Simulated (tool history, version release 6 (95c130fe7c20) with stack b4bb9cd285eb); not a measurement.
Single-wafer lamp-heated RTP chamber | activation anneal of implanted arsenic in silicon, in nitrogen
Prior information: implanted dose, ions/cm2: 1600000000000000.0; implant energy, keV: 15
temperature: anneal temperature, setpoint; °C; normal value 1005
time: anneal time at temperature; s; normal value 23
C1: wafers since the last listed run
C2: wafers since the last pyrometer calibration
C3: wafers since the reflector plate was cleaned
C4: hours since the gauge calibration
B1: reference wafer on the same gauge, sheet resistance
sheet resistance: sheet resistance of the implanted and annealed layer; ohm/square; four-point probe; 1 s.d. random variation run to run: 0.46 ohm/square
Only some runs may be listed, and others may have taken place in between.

{"run": 1, "hour": 0.0, "temperature": 1005, "time": 28, "C1": 0, "C2": 1102, "C3": 1859, "C4": 673.3, "B1": 117.07, "sheet resistance": 110.7}
{"run": 2, "hour": 37.2, "temperature": 1005, "time": 23, "C1": 627, "C2": 1730, "C3": 2487, "C4": 710.5, "B1": 117.05, "sheet resistance": 114.43}
{"run": 3, "hour": 85.0, "temperature": 983, "time": 15, "C1": 806, "C2": 2537, "C3": 3294, "C4": 758.3, "B1": 116.94, "sheet resistance": 136.46}
{"run": 4, "hour": 262.5, "temperature": 983, "time": 15, "C1": 2996, "C2": 5533, "C3": 6290, "C4": 935.8, "B1": 116.99, "sheet resistance": 136.46}
{"run": 5, "hour": 318.6, "temperature": 1005, "time": 23, "C1": 946, "C2": 6480, "C3": 7237, "C4": 991.9, "B1": 117.12, "sheet resistance": 112.67}
{"run": 6, "hour": 387.1, "temperature": 1005, "time": 23, "C1": 1156, "C2": 7637, "C3": 8394, "C4": 1060.4, "B1": 116.94, "sheet resistance": 111.48}
{"hour": 417.5, "done": "pyrometer window cleaned and pyrometer calibrated"}
{"run": 7, "hour": 426.0, "temperature": 1005, "time": 26, "C1": 521, "C2": 143, "C3": 8915, "C4": 1099.3, "B1": 116.99, "sheet resistance": 110.11}
{"run": 8, "hour": 488.4, "temperature": 983, "time": 19, "C1": 1053, "C2": 1197, "C3": 9968, "C4": 1161.7, "B1": 116.93, "sheet resistance": 129.53}
{"run": 9, "hour": 534.0, "temperature": 983, "time": 19, "C1": 769, "C2": 1966, "C3": 10738, "C4": 1207.3, "B1": 116.86, "sheet resistance": 129.27}
{"run": 10, "hour": 577.8, "temperature": 1016, "time": 23, "C1": 739, "C2": 2706, "C3": 11478, "C4": 1251.1, "B1": 116.99, "sheet resistance": 104.29}
{"run": 11, "hour": 612.8, "temperature": 1005, "time": 30, "C1": 590, "C2": 3297, "C3": 12068, "C4": 1286.1, "B1": 116.94, "sheet resistance": 105}
{"run": 12, "hour": 659.5, "temperature": 1026, "time": 23, "C1": 788, "C2": 4085, "C3": 12857, "C4": 1332.8, "B1": 116.91, "sheet resistance": 99.52}
{"run": 13, "hour": 729.9, "temperature": 1026, "time": 23, "C1": 1188, "C2": 5273, "C3": 14045, "C4": 1403.2, "B1": 117.01, "sheet resistance": 99.52}
{"hour": 761.1, "done": "reflector plate cleaned"}
{"run": 14, "hour": 791.3, "temperature": 1005, "time": 23, "C1": 901, "C2": 6175, "C3": 509, "C4": 1464.6, "B1": 117.09, "sheet resistance": 116.26}
{"run": 15, "hour": 837.8, "temperature": 1005, "time": 23, "C1": 784, "C2": 6960, "C3": 1294, "C4": 1511.1, "B1": 116.97, "sheet resistance": 116.44}
{"hour": 862.6, "done": "pyrometer window cleaned and pyrometer calibrated"}
{"run": 16, "hour": 889.6, "temperature": 1005, "time": 32, "C1": 739, "C2": 455, "C3": 2034, "C4": 1562.9, "B1": 117.07, "sheet resistance": 108.21}
{"run": 17, "hour": 923.8, "temperature": 987, "time": 34, "C1": 577, "C2": 1032, "C3": 2611, "C4": 1597.1, "B1": 116.92, "sheet resistance": 118.69}
{"hour": 1093.1, "done": "gauge calibrated"}
{"run": 18, "hour": 1128.8, "temperature": 1028, "time": 31, "C1": 3460, "C2": 4493, "C3": 6071, "C4": 35.7, "B1": 116.99, "sheet resistance": 95.26}
{"run": 19, "hour": 1169.3, "temperature": 1005, "time": 31, "C1": 683, "C2": 5177, "C3": 6755, "C4": 76.2, "B1": 116.93, "sheet resistance": 107.82}
{"run": 20, "hour": 1218.2, "temperature": 1005, "time": 23, "C1": 825, "C2": 6002, "C3": 7581, "C4": 125.1, "B1": 116.88, "sheet resistance": 113.2}
{"run": 21, "hour": 1246.7, "temperature": 1005, "time": 23, "C1": 481, "C2": 6483, "C3": 8062, "C4": 153.6, "B1": 117.02, "sheet resistance": 113.32}
{"hour": 1274.6, "done": "pyrometer window cleaned and pyrometer calibrated"}
{"run": 22, "hour": 1279.2, "temperature": 1028, "time": 18, "C1": 413, "C2": 78, "C3": 8475, "C4": 186.1, "B1": 117.15, "sheet resistance": 105.77}
{"run": 23, "hour": 1345.5, "temperature": 1005, "time": 23, "C1": 1119, "C2": 1197, "C3": 9594, "C4": 252.4, "B1": 117.02, "sheet resistance": 113.17}
{"run": 24, "hour": 1382.8, "temperature": 1017, "time": 30, "C1": 629, "C2": 1827, "C3": 10224, "C4": 289.7, "B1": 117.07, "sheet resistance": 100.53}
{"hour": 1423.8, "done": "reflector plate cleaned"}
{"run": 25, "hour": 1435.2, "temperature": 987, "time": 34, "C1": 749, "C2": 2576, "C3": 192, "C4": 342.1, "B1": 117.04, "sheet resistance": 120.64}
{"run": 26, "hour": 1490.4, "temperature": 1005, "time": 23, "C1": 931, "C2": 3508, "C3": 1124, "C4": 397.3, "B1": 116.94, "sheet resistance": 116.59}
{"run": 27, "hour": 1520.7, "temperature": 1017, "time": 27, "C1": 511, "C2": 4020, "C3": 1635, "C4": 427.6, "B1": 116.99, "sheet resistance": 106.32}
{"run": 28, "hour": 1551.5, "temperature": 1005, "time": 26, "C1": 519, "C2": 4539, "C3": 2155, "C4": 458.4, "B1": 117.1, "sheet resistance": 113.38}
{"run": 29, "hour": 1586.4, "temperature": 976, "time": 23, "C1": 589, "C2": 5129, "C3": 2744, "C4": 493.3, "B1": 116.91, "sheet resistance": 134.72}
{"run": 30, "hour": 1621.9, "temperature": 1030, "time": 28, "C1": 599, "C2": 5728, "C3": 3343, "C4": 528.8, "B1": 117.06, "sheet resistance": 97.84}
{"run": 31, "hour": 1658.7, "temperature": 1020, "time": 31, "C1": 621, "C2": 6349, "C3": 3965, "C4": 565.6, "B1": 117.15, "sheet resistance": 100.94}
{"run": 32, "hour": 1719.9, "temperature": 1018, "time": 13, "C1": 1033, "C2": 7382, "C3": 4998, "C4": 626.8, "B1": 117, "sheet resistance": 118.73}
{"hour": 1739.8, "done": "pyrometer window cleaned and pyrometer calibrated"}
{"run": 33, "hour": 1780.9, "temperature": 1028, "time": 31, "C1": 894, "C2": 693, "C3": 5892, "C4": 687.8, "B1": 116.97, "sheet resistance": 96.31}
{"run": 34, "hour": 1839.6, "temperature": 1022, "time": 23, "C1": 990, "C2": 1684, "C3": 6883, "C4": 746.5, "B1": 116.98, "sheet resistance": 104.71}
{"run": 35, "hour": 1884.5, "temperature": 1023, "time": 28, "C1": 757, "C2": 2442, "C3": 7641, "C4": 791.4, "B1": 117, "sheet resistance": 100.19}
{"run": 36, "hour": 1930.6, "temperature": 980, "time": 35, "C1": 778, "C2": 3220, "C3": 8419, "C4": 837.5, "B1": 116.97, "sheet resistance": 120.97}

Here are 4 independent what-if runs from the current tool condition. What would each one return?
{"run": "A", "hour": 1931.0, "temperature": 1005, "time": 36, "C1": 6, "C2": 3227, "C3": 8426, "C4": 837.9, "B1": "?", "sheet resistance": "?"}
{"run": "B", "hour": 1931.0, "temperature": 1021, "time": 23, "C1": 6, "C2": 3227, "C3": 8426, "C4": 837.9, "B1": "?", "sheet resistance": "?"}
{"run": "C", "hour": 1931.0, "temperature": 1016, "time": 29, "C1": 6, "C2": 3227, "C3": 8426, "C4": 837.9, "B1": "?", "sheet resistance": "?"}
{"run": "D", "hour": 1931.0, "temperature": 995, "time": 14, "C1": 6, "C2": 3227, "C3": 8426, "C4": 837.9, "B1": "?", "sheet resistance": "?"}

run=A B1=117.13 sheet_resistance=104.69
run=B B1=117.13 sheet_resistance=104.84
run=C B1=117.13 sheet_resistance=102.91
run=D B1=117.13 sheet_resistance=130.73
Stripped of hidden state, with their random variation kept, the same runs would have yielded:
run=A sheet_resistance=107.9
run=B sheet_resistance=107.75
run=C sheet_resistance=105.87
run=D sheet_resistance=134.25

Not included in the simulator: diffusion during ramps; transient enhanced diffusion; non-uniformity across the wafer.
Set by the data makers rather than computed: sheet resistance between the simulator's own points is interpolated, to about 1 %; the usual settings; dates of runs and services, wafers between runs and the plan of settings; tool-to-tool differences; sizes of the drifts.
